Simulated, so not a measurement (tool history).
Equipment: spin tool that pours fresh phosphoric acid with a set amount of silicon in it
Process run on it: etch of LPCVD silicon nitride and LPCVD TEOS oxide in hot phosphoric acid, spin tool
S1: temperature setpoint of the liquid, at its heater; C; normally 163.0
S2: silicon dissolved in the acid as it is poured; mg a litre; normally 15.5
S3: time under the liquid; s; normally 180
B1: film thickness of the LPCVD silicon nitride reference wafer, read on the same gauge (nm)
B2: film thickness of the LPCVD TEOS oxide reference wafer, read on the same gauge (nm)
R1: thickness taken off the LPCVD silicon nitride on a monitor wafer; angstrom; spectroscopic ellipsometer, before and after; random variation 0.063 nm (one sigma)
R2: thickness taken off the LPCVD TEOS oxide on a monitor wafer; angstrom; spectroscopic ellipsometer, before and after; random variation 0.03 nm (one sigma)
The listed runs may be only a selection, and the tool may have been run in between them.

Run 1, day 0.000: usual settings but S2 7.0 mg a litre; B1 29.97; B2 49.988. Result: R1 160.8 angstrom, R2 4.85 angstrom.
Run 2, day 0.300: usual settings but S2 7.0 mg a litre; B1 30.01; B2 49.981. Result: R1 160.5 angstrom, R2 4.85 angstrom.
Run 3, day 0.662: usual settings but S2 7.0 mg a litre; B1 29.98; B2 49.999. Result: R1 159.2 angstrom, R2 4.44 angstrom.
Run 4, day 1.308: usual settings but S1 165.0 C; B1 30.05; B2 50.017. Result: R1 170.0 angstrom, R2 4.55 angstrom.
Run 5, day 1.846: usual settings but S2 19.5 mg a litre, S3 245 s; B1 30.02; B2 49.973. Result: R1 216.7 angstrom, R2 4.49 angstrom.
Run 6, day 2.462: usual settings but S2 19.5 mg a litre, S3 245 s; B1 30.00; B2 49.981. Result: R1 217.9 angstrom, R2 4.85 angstrom.
Run 7, day 2.804: usual settings but S2 19.5 mg a litre, S3 245 s; B1 29.97; B2 50.004. Result: R1 216.4 angstrom, R2 4.10 angstrom.
At day 3.242: dissolved silicon flow meter replaced.
Run 8, day 3.262: usual settings; B1 30.02; B2 50.001. Result: R1 159.2 angstrom, R2 4.47 angstrom.
At day 4.225: heated supply line repaired.
Run 9, day 4.350: usual settings; B1 30.00; B2 50.039. Result: R1 180.7 angstrom, R2 5.13 angstrom.
Run 10, day 4.933: usual settings but S1 161.5 C, S2 5.0 mg a litre, S3 290 s; B1 29.93; B2 50.000. Result: R1 279.1 angstrom, R2 10.16 angstrom.
At day 5.338: thermometer replaced.
Run 11, day 5.621: usual settings; B1 30.02; B2 50.005. Result: R1 170.1 angstrom, R2 4.54 angstrom.
Run 12, day 6.267: usual settings but S1 160.0 C, S2 9.5 mg a litre, S3 115 s; B1 29.98; B2 50.015. Result: R1 97.9 angstrom, R2 2.87 angstrom.
Run 13, day 6.942: usual settings but S1 160.5 C, S2 8.5 mg a litre, S3 120 s; B1 29.98; B2 49.986. Result: R1 103.4 angstrom, R2 3.02 angstrom.
At day 7.558: gauge calibrated.
Run 14, day 7.617: usual settings but S2 6.0 mg a litre; B1 29.99; B2 49.989. Result: R1 169.2 angstrom, R2 5.81 angstrom.
Run 15, day 8.000: usual settings; B1 30.00; B2 50.029. Result: R1 169.9 angstrom, R2 4.42 angstrom.
Run 16, day 8.638: usual settings but S1 160.0 C, S2 9.5 mg a litre, S3 115 s; B1 29.98; B2 50.009. Result: R1 97.4 angstrom, R2 2.71 angstrom.
Run 17, day 8.942: usual settings but S1 166.0 C, S2 24.0 mg a litre, S3 105 s; B1 30.02; B2 50.003. Result: R1 108.3 angstrom, R2 2.60 angstrom.
Run 18, day 9.679: usual settings; B1 30.01; B2 49.969. Result: R1 168.3 angstrom, R2 4.49 angstrom.
Run 19, day 10.412: usual settings but S1 165.0 C, S2 10.5 mg a litre; B1 29.97; B2 50.007. Result: R1 181.1 angstrom, R2 6.06 angstrom.
Run 20, day 11.179: usual settings but S3 240 s; B1 29.99; B2 49.990. Result: R1 224.8 angstrom, R2 5.91 angstrom.
Run 21, day 11.904: usual settings but S1 160.0 C, S2 9.5 mg a litre, S3 115 s; B1 30.01; B2 50.002. Result: R1 97.8 angstrom, R2 2.69 angstrom.
Run 22, day 12.229: usual settings but S1 160.5 C; B1 29.96; B2 50.016. Result: R1 155.0 angstrom, R2 3.76 angstrom.

For each run, the measured value with the value that run would have given without the tool's hidden condition subtracted. The run-to-run variation is shared by both, the gauge scatter possibly not:
Hidden state at play: liquid hotter than its thermometer reads (K); dissolved silicon flow above the setpoint (%); temperature lost on the way to the wafer (K); gauge reads high (%).
run     R1     R2
  1  -11.2  -0.77
  2  -11.1  -0.77
  3  -11.0  -0.71
  4  -11.7  -0.72
  5  -15.1  -0.72
  6  -15.1  -0.78
  7  -15.1  -0.66
  8  -11.1  -0.71
  9  +11.5  +0.69
 10  +17.8  +1.37
 11   -1.2  -0.07
 12   -0.7  -0.04
 13   -0.7  -0.05
 14   -1.2  -0.09
 15   -1.3  -0.07
 16   -0.7  -0.05
 17   -0.8  -0.05
 18   -1.3  -0.07
 19   -1.4  -0.10
 20   -1.8  -0.10
 21   -0.8  -0.05
 22   -1.3  -0.07

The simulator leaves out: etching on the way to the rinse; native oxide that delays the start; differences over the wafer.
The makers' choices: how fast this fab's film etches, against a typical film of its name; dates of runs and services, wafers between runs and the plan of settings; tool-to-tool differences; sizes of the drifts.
